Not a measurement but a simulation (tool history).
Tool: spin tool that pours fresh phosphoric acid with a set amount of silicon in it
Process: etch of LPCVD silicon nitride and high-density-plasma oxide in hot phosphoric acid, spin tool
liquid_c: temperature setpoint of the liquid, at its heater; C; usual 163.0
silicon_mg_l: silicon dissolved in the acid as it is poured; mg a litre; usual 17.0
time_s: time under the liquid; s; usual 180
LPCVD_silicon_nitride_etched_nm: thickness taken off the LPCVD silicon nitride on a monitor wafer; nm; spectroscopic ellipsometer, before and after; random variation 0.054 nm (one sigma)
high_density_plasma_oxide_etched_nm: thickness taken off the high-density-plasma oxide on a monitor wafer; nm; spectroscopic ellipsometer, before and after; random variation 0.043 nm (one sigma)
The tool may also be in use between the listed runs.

run	hour	liquid_c	silicon_mg_l	time_s	wafers since the last listed run	hours since the thermometer was replaced	hours since the dissolved silicon flow meter was replaced	hours since the heated supply line was repaired	hours since the gauge calibration	read-back film thickness of the LPCVD silicon nitride reference wafer, read on the same gauge (nm)	read-back film thickness of the high-density-plasma oxide reference wafer, read on the same gauge (nm)	LPCVD_silicon_nitride_etched_nm	high_density_plasma_oxide_etched_nm
1	0.0	165.5	29.0	135	0	63.8	1729.1	3690.8	235.2	119.99	89.995	12.01	0.193
2	28.1	163.0	17.0	85	128	91.9	1757.2	3718.9	263.3	120.00	89.977	6.90	0.158
# hour 42.2: heated supply line repaired
3	60.0	163.0	17.0	180	140	123.8	1789.1	17.8	295.2	119.97	89.969	15.45	0.319
4	84.1	161.0	17.0	115	109	147.9	1813.2	41.9	319.3	120.01	89.991	9.25	0.215
5	142.7	166.0	21.0	230	267	206.5	1871.8	100.5	377.9	120.00	90.010	21.76	0.485
6	162.3	164.5	7.0	285	89	226.1	1891.4	120.1	397.5	120.00	90.012	25.78	0.840
7	188.7	165.5	22.5	135	120	252.5	1917.8	146.5	423.9	120.02	90.033	12.57	0.281
# hour 213.4: dissolved silicon flow meter replaced
8	222.9	165.5	6.5	115	151	286.7	9.5	180.7	458.1	119.99	90.007	10.72	0.325
9	247.1	161.0	29.0	180	110	310.9	33.7	204.9	482.3	119.99	89.983	14.49	0.167
10	269.2	163.0	13.5	180	100	333.0	55.8	227.0	504.4	119.99	89.990	15.48	0.299
11	285.4	165.5	21.5	275	73	349.2	72.0	243.2	520.6	120.00	89.987	25.76	0.547
12	321.2	163.0	17.0	180	163	385.0	107.8	279.0	556.4	119.96	89.997	15.55	0.354
13	336.0	163.0	17.0	180	67	399.8	122.6	293.8	571.2	119.99	90.011	15.51	0.316
14	351.0	163.0	17.0	180	68	414.8	137.6	308.8	586.2	120.01	89.985	15.44	0.340
15	370.6	163.0	17.0	110	89	434.4	157.2	328.4	605.8	120.00	90.002	9.43	0.207
16	387.5	161.5	7.0	280	77	451.3	174.1	345.3	622.7	119.99	90.011	22.83	0.662
17	419.0	163.0	26.5	270	143	482.8	205.6	376.8	654.2	119.99	90.029	23.29	0.311
18	432.2	160.5	12.0	75	60	496.0	218.8	390.0	667.4	119.99	89.981	5.97	0.110
19	467.6	163.0	17.0	95	161	531.4	254.2	425.4	702.8	119.98	90.007	8.20	0.182
20	488.4	163.0	17.0	180	94	552.2	275.0	446.2	723.6	120.01	90.015	15.51	0.326
21	503.5	163.0	11.0	240	68	567.3	290.1	461.3	738.7	119.98	90.007	20.72	0.570

Hidden state or all else? Some run-to-run changes of LPCVD_silicon_nitride_etched_nm, split into what the settings, what came in and random variation would give without the hidden state, and what is left for the hidden state (with any gauge scatter that isn't in both results):
The hidden state here: liquid hotter than its thermometer reads (K); dissolved silicon flow below the setpoint (%); temperature lost on the way to the wafer (K); gauge reads high (%).
Run 1 -> 2: liquid_c 165.5 -> 163.0, silicon_mg_l 29.0 -> 17.0, time_s 135 -> 85. LPCVD_silicon_nitride_etched_nm -5.11 nm: hidden state +0.29, all else -5.40.
Run 2 -> 3: time_s 85 -> 180, heated supply line repaired. LPCVD_silicon_nitride_etched_nm +8.55 nm: hidden state +0.33, all else +8.22.
Run 15 -> 16: liquid_c 163.0 -> 161.5, silicon_mg_l 17.0 -> 7.0, time_s 110 -> 280. LPCVD_silicon_nitride_etched_nm +13.40 nm: hidden state +0.04, all else +13.36.
Run 17 -> 18: liquid_c 163.0 -> 160.5, silicon_mg_l 26.5 -> 12.0, time_s 270 -> 75. LPCVD_silicon_nitride_etched_nm -17.32 nm: hidden state -0.05, all else -17.27.

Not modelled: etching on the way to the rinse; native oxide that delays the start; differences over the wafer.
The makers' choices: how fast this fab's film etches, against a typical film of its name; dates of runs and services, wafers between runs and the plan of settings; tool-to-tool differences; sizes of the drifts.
